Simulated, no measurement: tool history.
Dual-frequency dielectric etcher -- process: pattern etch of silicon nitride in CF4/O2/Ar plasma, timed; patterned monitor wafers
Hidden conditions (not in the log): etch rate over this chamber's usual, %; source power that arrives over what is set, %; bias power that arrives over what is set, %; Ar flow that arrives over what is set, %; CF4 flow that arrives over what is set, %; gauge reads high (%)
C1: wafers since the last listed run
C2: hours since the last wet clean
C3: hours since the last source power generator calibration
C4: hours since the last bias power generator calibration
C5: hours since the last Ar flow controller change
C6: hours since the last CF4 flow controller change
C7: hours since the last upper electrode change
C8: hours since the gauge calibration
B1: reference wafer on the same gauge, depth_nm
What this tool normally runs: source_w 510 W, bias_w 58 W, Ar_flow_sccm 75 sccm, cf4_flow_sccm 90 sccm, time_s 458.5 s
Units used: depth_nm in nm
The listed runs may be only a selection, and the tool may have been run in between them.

Run 1, hour 0.0: usual settings; C1 0; C2 430.1; C3 1576.3; C4 2266.0; C5 4554.2; C6 802.0; C7 2225.6; C8 810.3; B1 1169.7. Result: depth_nm 983.2 nm.
Run 2, hour 62.9: usual settings; C1 319; C2 493.0; C3 1639.2; C4 2328.9; C5 4617.1; C6 864.9; C7 2288.5; C8 873.2; B1 1169.1. Result: depth_nm 988.2 nm.
Run 3, hour 110.4: usual settings; C1 241; C2 540.5; C3 1686.7; C4 2376.4; C5 4664.6; C6 912.4; C7 2336.0; C8 920.7; B1 1170.0. Result: depth_nm 972.2 nm.
At hour 163.4: wet clean of the chamber.
Run 4, hour 356.1: usual settings; C1 1125; C2 192.7; C3 1932.4; C4 2622.1; C5 4910.3; C6 1158.1; C7 2581.7; C8 1166.4; B1 1170.8. Result: depth_nm 1009.3 nm.
Run 5, hour 396.1: usual settings but time_s 488.0 s; C1 202; C2 232.7; C3 1972.4; C4 2662.1; C5 4950.3; C6 1198.1; C7 2621.7; C8 1206.4; B1 1168.6. Result: depth_nm 1074.3 nm.
Run 6, hour 447.9: usual settings but time_s 488.0 s; C1 262; C2 284.5; C3 2024.2; C4 2713.9; C5 5002.1; C6 1249.9; C7 2673.5; C8 1258.2; B1 1170.1. Result: depth_nm 1060.1 nm.
At hour 598.6: Ar flow controller replaced.
At hour 659.4: wet clean of the chamber.
Run 7, hour 678.3: usual settings but Ar_flow_sccm 81 sccm, cf4_flow_sccm 103 sccm; C1 1016; C2 18.9; C3 2254.6; C4 2944.3; C5 79.7; C6 1480.3; C7 2903.9; C8 1488.6; B1 1173.1. Result: depth_nm 1032.8 nm.
Run 8, hour 722.5: usual settings but Ar_flow_sccm 81 sccm, cf4_flow_sccm 103 sccm; C1 224; C2 63.1; C3 2298.8; C4 2988.5; C5 123.9; C6 1524.5; C7 2948.1; C8 1532.8; B1 1168.2. Result: depth_nm 1014.6 nm.
Run 9, hour 771.6: usual settings but Ar_flow_sccm 61 sccm, cf4_flow_sccm 76 sccm; C1 249; C2 112.2; C3 2347.9; C4 3037.6; C5 173.0; C6 1573.6; C7 2997.2; C8 1581.9; B1 1168.5. Result: depth_nm 1026.6 nm.
At hour 781.4: gauge calibrated.
Run 10, hour 810.7: usual settings; C1 198; C2 151.3; C3 2387.0; C4 3076.7; C5 212.1; C6 1612.7; C7 3036.3; C8 29.3; B1 1171.0. Result: depth_nm 1005.8 nm.
At hour 910.6: upper electrode replaced.
Run 11, hour 1058.0: usual settings but Ar_flow_sccm 85 sccm; C1 1133; C2 398.6; C3 2634.3; C4 3324.0; C5 459.4; C6 1860.0; C7 147.4; C8 276.6; B1 1170.4. Result: depth_nm 992.7 nm.
Run 12, hour 1147.9: usual settings but source_w 600 W; C1 456; C2 488.5; C3 2724.2; C4 3413.9; C5 549.3; C6 1949.9; C7 237.3; C8 366.5; B1 1172.0. Result: depth_nm 1077.9 nm.
Run 13, hour 1184.6: usual settings; C1 186; C2 525.2; C3 2760.9; C4 3450.6; C5 586.0; C6 1986.6; C7 274.0; C8 403.2; B1 1169.2. Result: depth_nm 989.9 nm.
At hour 1225.6: wet clean of the chamber.
Run 14, hour 1244.3: usual settings but bias_w 66 W, Ar_flow_sccm 56 sccm, cf4_flow_sccm 71 sccm, time_s 570.5 s; C1 181; C2 18.7; C3 2820.6; C4 3510.3; C5 645.7; C6 2046.3; C7 333.7; C8 462.9; B1 1172.1. Result: depth_nm 1328.4 nm.
Run 15, hour 1326.3: usual settings but Ar_flow_sccm 86 sccm; C1 416; C2 100.7; C3 2902.6; C4 3592.3; C5 727.7; C6 2128.3; C7 415.7; C8 544.9; B1 1169.2. Result: depth_nm 1008.9 nm.
Run 16, hour 1362.3: usual settings but source_w 540 W, bias_w 70 W; C1 182; C2 136.7; C3 2938.6; C4 3628.3; C5 763.7; C6 2164.3; C7 451.7; C8 580.9; B1 1170.8. Result: depth_nm 1096.0 nm.
At hour 1376.4: CF4 flow controller replaced.
At hour 1458.4: source power generator calibrated.
At hour 1462.3: bias power generator calibrated.
Run 17, hour 1462.8: usual settings but bias_w 71 W, Ar_flow_sccm 89 sccm; C1 439; C2 237.2; C3 4.4; C4 0.5; C5 864.2; C6 86.4; C7 552.2; C8 681.4; B1 1169.7. Result: depth_nm 1044.3 nm.
Run 18, hour 1706.6: usual settings but bias_w 50 W; C1 1237; C2 481.0; C3 248.2; C4 244.3; C5 1108.0; C6 330.2; C7 796.0; C8 925.2; B1 1168.8. Result: depth_nm 959.5 nm.
At hour 1766.9: wet clean of the chamber.
Run 19, hour 1791.0: usual settings but time_s 403.5 s; C1 306; C2 24.1; C3 332.6; C4 328.7; C5 1192.4; C6 414.6; C7 880.4; C8 1009.6; B1 1168.7. Result: depth_nm 892.0 nm.
Run 20, hour 1864.5: usual settings but source_w 420 W, bias_w 50 W, Ar_flow_sccm 60 sccm, cf4_flow_sccm 78 sccm; C1 372; C2 97.6; C3 406.1; C4 402.2; C5 1265.9; C6 488.1; C7 953.9; C8 1083.1; B1 1168.3. Result: depth_nm 891.4 nm.

Alternative continuations, all from the tool just after run 20; predict every row:
Run A, hour 1865.0: usual settings; C1 2; C2 98.1; C3 406.6; C4 402.7; C5 1266.4; C6 488.6; C7 954.4; C8 1083.6; B1 ?. Result: depth_nm ?.
Run B, hour 1865.0: usual settings but Ar_flow_sccm 80 sccm; C1 2; C2 98.1; C3 406.6; C4 402.7; C5 1266.4; C6 488.6; C7 954.4; C8 1083.6; B1 ?. Result: depth_nm ?.
Run C, hour 1865.0: usual settings but bias_w 51 W, Ar_flow_sccm 82 sccm; C1 2; C2 98.1; C3 406.6; C4 402.7; C5 1266.4; C6 488.6; C7 954.4; C8 1083.6; B1 ?. Result: depth_nm ?.
Run D, hour 1865.0: usual settings but time_s 577.5 s; C1 2; C2 98.1; C3 406.6; C4 402.7; C5 1266.4; C6 488.6; C7 954.4; C8 1083.6; B1 ?. Result: depth_nm ?.
Run E, hour 1865.0: usual settings but bias_w 51 W, Ar_flow_sccm 82 sccm, cf4_flow_sccm 111 sccm, time_s 545.0 s; C1 2; C2 98.1; C3 406.6; C4 402.7; C5 1266.4; C6 488.6; C7 954.4; C8 1083.6; B1 ?. Result: depth_nm ?.

run      B1  depth_nm
  A  1170.1    1001.3
  B  1170.1     995.5
  C  1170.1     970.3
  D  1170.1    1261.1
  E  1170.1    1170.6
With no hidden state in the tool, these same runs would have given:
run  depth_nm
  A    1014.5
  B    1008.7
  C     983.1
  D    1277.8
  E    1186.1
